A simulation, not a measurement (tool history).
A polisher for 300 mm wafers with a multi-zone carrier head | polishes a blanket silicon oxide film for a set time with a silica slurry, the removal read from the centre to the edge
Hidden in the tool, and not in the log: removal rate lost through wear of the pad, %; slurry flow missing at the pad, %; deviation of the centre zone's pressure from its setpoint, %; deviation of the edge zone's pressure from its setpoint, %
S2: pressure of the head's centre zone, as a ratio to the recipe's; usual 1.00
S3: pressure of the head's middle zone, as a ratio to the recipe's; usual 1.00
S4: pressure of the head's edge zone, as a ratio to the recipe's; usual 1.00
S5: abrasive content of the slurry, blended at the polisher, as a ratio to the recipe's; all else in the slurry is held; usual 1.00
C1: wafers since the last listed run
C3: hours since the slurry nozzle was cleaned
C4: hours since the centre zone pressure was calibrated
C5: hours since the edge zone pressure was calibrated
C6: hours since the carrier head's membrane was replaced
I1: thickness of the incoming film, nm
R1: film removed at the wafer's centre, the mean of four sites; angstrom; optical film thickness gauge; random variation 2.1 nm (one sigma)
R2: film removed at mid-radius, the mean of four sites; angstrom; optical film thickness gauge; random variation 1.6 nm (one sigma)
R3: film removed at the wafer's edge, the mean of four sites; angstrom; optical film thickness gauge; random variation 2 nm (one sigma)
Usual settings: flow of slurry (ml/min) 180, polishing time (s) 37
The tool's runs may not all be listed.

Run 1, hour 0.0: usual settings but flow of slurry (ml/min) 220, S5 1.10; C1 0; wafers polished on this pad 1215; C3 56.7; C4 428.5; C5 533.5; C6 52.2; I1 827.0. Result: R1 2501 angstrom, R2 2470 angstrom, R3 2377 angstrom.
Run 2, hour 43.8: usual settings but S3 1.08; C1 374; wafers polished on this pad 1589; C3 100.5; C4 472.3; C5 577.3; C6 96.0; I1 820.6. Result: R1 2375 angstrom, R2 2467 angstrom, R3 2219 angstrom.
Run 3, hour 70.1: usual settings but S3 1.11, S4 1.04, polishing time (s) 48; C1 224; wafers polished on this pad 1814; C3 126.8; C4 498.6; C5 603.6; C6 122.3; I1 816.2. Result: R1 3077 angstrom, R2 3282 angstrom, R3 2961 angstrom.
Run 4, hour 140.8: usual settings but S2 0.92; C1 603; wafers polished on this pad 2418; C3 197.5; C4 569.3; C5 674.3; C6 193.0; I1 830.2. Result: R1 2220 angstrom, R2 2368 angstrom, R3 2230 angstrom.
At hour 143.0: centre zone pressure recalibrated.
Run 5, hour 180.2: usual settings but S4 1.09; C1 319; wafers polished on this pad 2737; C3 236.9; C4 37.2; C5 713.7; C6 232.4; I1 831.8. Result: R1 2393 angstrom, R2 2335 angstrom, R3 2344 angstrom.
Run 6, hour 212.2: usual settings but flow of slurry (ml/min) 210, S3 0.95; C1 273; wafers polished on this pad 3011; C3 268.9; C4 69.2; C5 745.7; C6 264.4; I1 816.6. Result: R1 2397 angstrom, R2 2289 angstrom, R3 2265 angstrom.
Run 7, hour 267.0: usual settings; C1 468; wafers polished on this pad 3479; C3 323.7; C4 124.0; C5 800.5; C6 319.2; I1 839.4. Result: R1 2387 angstrom, R2 2359 angstrom, R3 2261 angstrom.
At hour 285.8: worn pad replaced by a new one.
Run 8, hour 324.8: usual settings but flow of slurry (ml/min) 210; C1 459; wafers polished on this pad 332; C3 381.5; C4 181.8; C5 858.3; C6 377.0; I1 833.7. Result: R1 2432 angstrom, R2 2370 angstrom, R3 2285 angstrom.
Run 9, hour 370.1: usual settings but flow of slurry (ml/min) 160, S5 1.15; C1 386; wafers polished on this pad 719; C3 426.8; C4 227.1; C5 903.6; C6 422.3; I1 826.9. Result: R1 2469 angstrom, R2 2415 angstrom, R3 2331 angstrom.
Run 10, hour 430.8: usual settings but S4 0.94, polishing time (s) 49; C1 518; wafers polished on this pad 1238; C3 487.5; C4 287.8; C5 964.3; C6 483.0; I1 831.0. Result: R1 3122 angstrom, R2 3089 angstrom, R3 2850 angstrom.
At hour 471.7: slurry nozzle cleaned.
Run 11, hour 489.0: usual settings but flow of slurry (ml/min) 145, S2 0.92, S4 0.90; C1 488; wafers polished on this pad 1726; C3 17.3; C4 346.0; C5 1022.5; C6 541.2; I1 840.3. Result: R1 2195 angstrom, R2 2304 angstrom, R3 2124 angstrom.
Run 12, hour 539.0: usual settings but polishing time (s) 43; C1 427; wafers polished on this pad 2153; C3 67.3; C4 396.0; C5 1072.5; C6 591.2; I1 831.1. Result: R1 2789 angstrom, R2 2745 angstrom, R3 2642 angstrom.
Run 13, hour 586.0: usual settings but S2 1.11, S3 0.96, polishing time (s) 42; C1 401; wafers polished on this pad 2555; C3 114.3; C4 443.0; C5 1119.5; C6 638.2; I1 836.8. Result: R1 2890 angstrom, R2 2585 angstrom, R3 2586 angstrom.
Run 14, hour 639.0: usual settings but S3 1.04, S5 1.15; C1 452; wafers polished on this pad 3007; C3 167.3; C4 496.0; C5 1172.5; C6 691.2; I1 834.6. Result: R1 2511 angstrom, R2 2569 angstrom, R3 2379 angstrom.
At hour 667.8: centre zone pressure recalibrated.
Run 15, hour 676.5: usual settings; C1 303; wafers polished on this pad 3311; C3 204.8; C4 8.7; C5 1210.0; C6 728.7; I1 814.1. Result: R1 2370 angstrom, R2 2328 angstrom, R3 2227 angstrom.
Run 16, hour 741.6: usual settings but flow of slurry (ml/min) 125, S3 1.05, polishing time (s) 40; C1 556; wafers polished on this pad 3867; C3 269.9; C4 73.8; C5 1275.1; C6 793.8; I1 838.5. Result: R1 2491 angstrom, R2 2551 angstrom, R3 2380 angstrom.
Run 17, hour 777.3: usual settings but S2 0.97, S3 0.90; C1 304; wafers polished on this pad 4172; C3 305.6; C4 109.5; C5 1310.8; C6 829.5; I1 828.8. Result: R1 2339 angstrom, R2 2147 angstrom, R3 2257 angstrom.
At hour 800.3: edge zone pressure recalibrated.
At hour 819.5: worn pad replaced by a new one.
Run 18, hour 848.9: usual settings but flow of slurry (ml/min) 135, S2 0.97, S4 0.88; C1 560; wafers polished on this pad 251; C3 377.2; C4 181.1; C5 48.6; C6 901.1; I1 834.9. Result: R1 2259 angstrom, R2 2284 angstrom, R3 2086 angstrom.
Run 19, hour 894.8: usual settings; C1 392; wafers polished on this pad 643; C3 423.1; C4 227.0; C5 94.5; C6 947.0; I1 830.5. Result: R1 2364 angstrom, R2 2349 angstrom, R3 2290 angstrom.
Run 20, hour 965.7: usual settings; C1 605; wafers polished on this pad 1249; C3 494.0; C4 297.9; C5 165.4; C6 1017.9; I1 827.0. Result: R1 2337 angstrom, R2 2348 angstrom, R3 2293 angstrom.

The tool's hidden state at each run:
removal rate lost through wear of the pad, %: 0 in every run
slurry flow missing at the pad, %: 0 in every run
deviation of the centre zone's pressure from its setpoint, %: 0 in every run
deviation of the edge zone's pressure from its setpoint, %: 0 in every run
